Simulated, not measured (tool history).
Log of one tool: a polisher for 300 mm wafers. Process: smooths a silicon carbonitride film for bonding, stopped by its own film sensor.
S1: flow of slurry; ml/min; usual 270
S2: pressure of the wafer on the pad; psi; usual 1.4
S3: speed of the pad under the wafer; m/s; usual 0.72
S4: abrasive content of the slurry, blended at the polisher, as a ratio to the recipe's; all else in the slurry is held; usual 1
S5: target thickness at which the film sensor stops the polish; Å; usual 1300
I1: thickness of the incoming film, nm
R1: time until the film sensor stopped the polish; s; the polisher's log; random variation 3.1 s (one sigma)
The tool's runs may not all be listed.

| run | hour | S1 | S2 | S3 | S4 | S5 | I1 | R1 |
|---|---|---|---|---|---|---|---|---|
| 1 | 0 | 270 | 1.4 | 0.72 | 0.8 | 1300 | 152 | 221.6 |
| 2 | 29.9 | 270 | 1.4 | 0.72 | 0.8 | 1300 | 151.1 | 219.4 |
| 3 | 64.9 | 290 | 1.4 | 0.72 | 1 | 1300 | 148.6 | 177.5 |
|  | 75.7 | slurry blender recalibrated |
| 4 | 97.5 | 290 | 1.4 | 0.72 | 1 | 1300 | 147.4 | 167.2 |
|  | 125.1 | worn pad replaced by a new one |
| 5 | 125.6 | 290 | 1.4 | 0.72 | 1 | 1300 | 150.6 | 192.8 |
| 6 | 197.5 | 270 | 1.4 | 0.72 | 1 | 1300 | 152.5 | 215.5 |
| 7 | 222 | 270 | 1.4 | 0.72 | 1 | 1300 | 151.5 | 208.3 |
| 8 | 249.8 | 270 | 1.4 | 0.72 | 1 | 1300 | 152.4 | 218.1 |
| 9 | 317.3 | 270 | 1.4 | 0.58 | 1 | 1300 | 150.9 | 242.9 |
|  | 326.7 | worn pad replaced by a new one |
| 10 | 335.5 | 270 | 1.4 | 0.58 | 1 | 1300 | 150.9 | 243.3 |
| 11 | 348.8 | 270 | 1.4 | 0.58 | 1 | 1300 | 149.7 | 230.8 |
| 12 | 379.7 | 270 | 1.4 | 0.72 | 1 | 1300 | 149.2 | 190 |
| 13 | 396.9 | 315 | 1.4 | 0.72 | 1 | 1250 | 147.6 | 222.7 |
| 14 | 421.9 | 330 | 1.4 | 0.72 | 1 | 1300 | 150.7 | 195.9 |
|  | 448.8 | slurry blender recalibrated |
| 15 | 449.3 | 270 | 1.4 | 0.72 | 1 | 1300 | 150.4 | 206.4 |
| 16 | 473.3 | 270 | 1 | 0.54 | 0.75 | 1330 | 148.1 | 261.3 |
| 17 | 496.7 | 270 | 1.6 | 0.72 | 1.2 | 1300 | 150.5 | 178.2 |
|  | 517.5 | slurry nozzle cleaned |
| 18 | 525.7 | 270 | 0.9 | 0.72 | 1 | 1300 | 147.8 | 269.9 |
| 19 | 546.5 | 245 | 1.4 | 0.72 | 1 | 1300 | 148.8 | 186.6 |
|  | 562.3 | worn pad replaced by a new one |
| 20 | 575.6 | 270 | 1.4 | 0.72 | 0.9 | 1300 | 147.1 | 173.9 |
| 21 | 593.5 | 270 | 1.4 | 0.72 | 1.2 | 1240 | 150.1 | 252.2 |
|  | 618 | head pressure recalibrated |
| 22 | 629 | 300 | 1.8 | 0.66 | 1 | 1300 | 150.7 | 160.6 |
| 23 | 724.1 | 300 | 1.8 | 0.66 | 1 | 1300 | 150.7 | 162.8 |
| 24 | 752.1 | 270 | 1.6 | 0.72 | 0.7 | 1300 | 150 | 177.4 |
|  | 772.3 | worn pad replaced by a new one |
| 25 | 782.9 | 360 | 1.4 | 0.84 | 1 | 1350 | 147.5 | 100.8 |
| 26 | 817.4 | 270 | 1.4 | 0.72 | 0.8 | 1240 | 149.3 | 244.1 |
| 27 | 851 | 270 | 1.4 | 0.72 | 1 | 1300 | 149.4 | 186.3 |
|  | 876.2 | slurry blender recalibrated |
| 28 | 907.7 | 270 | 1.9 | 0.84 | 1 | 1260 | 149.4 | 150.1 |
| 29 | 923.9 | 205 | 1.4 | 0.88 | 0.7 | 1300 | 148.7 | 166.8 |
| 30 | 947.6 | 360 | 1.4 | 0.58 | 1 | 1300 | 149.2 | 205.7 |

4 ways to go on from here, each from the tool as it stands after run 30. What would each give?
| A | 948.1 | 270 | 1.4 | 0.72 | 1 | 1300 | 149.6 | ? |
| B | 948.1 | 270 | 1.7 | 0.72 | 1 | 1300 | 149.6 | ? |
| C | 948.1 | 335 | 1.2 | 0.72 | 1 | 1300 | 149.6 | ? |
| D | 948.1 | 270 | 1.4 | 0.72 | 1.25 | 1300 | 149.6 | ? |

| run | R1 |
|---|---|
| A | 184 |
| B | 154.8 |
| C | 208 |
| D | 174.7 |
Without the tool's hidden state the same runs would have given:
| run | R1 |
|---|---|
| A | 180.6 |
| B | 151.9 |
| C | 204.1 |
| D | 171.5 |
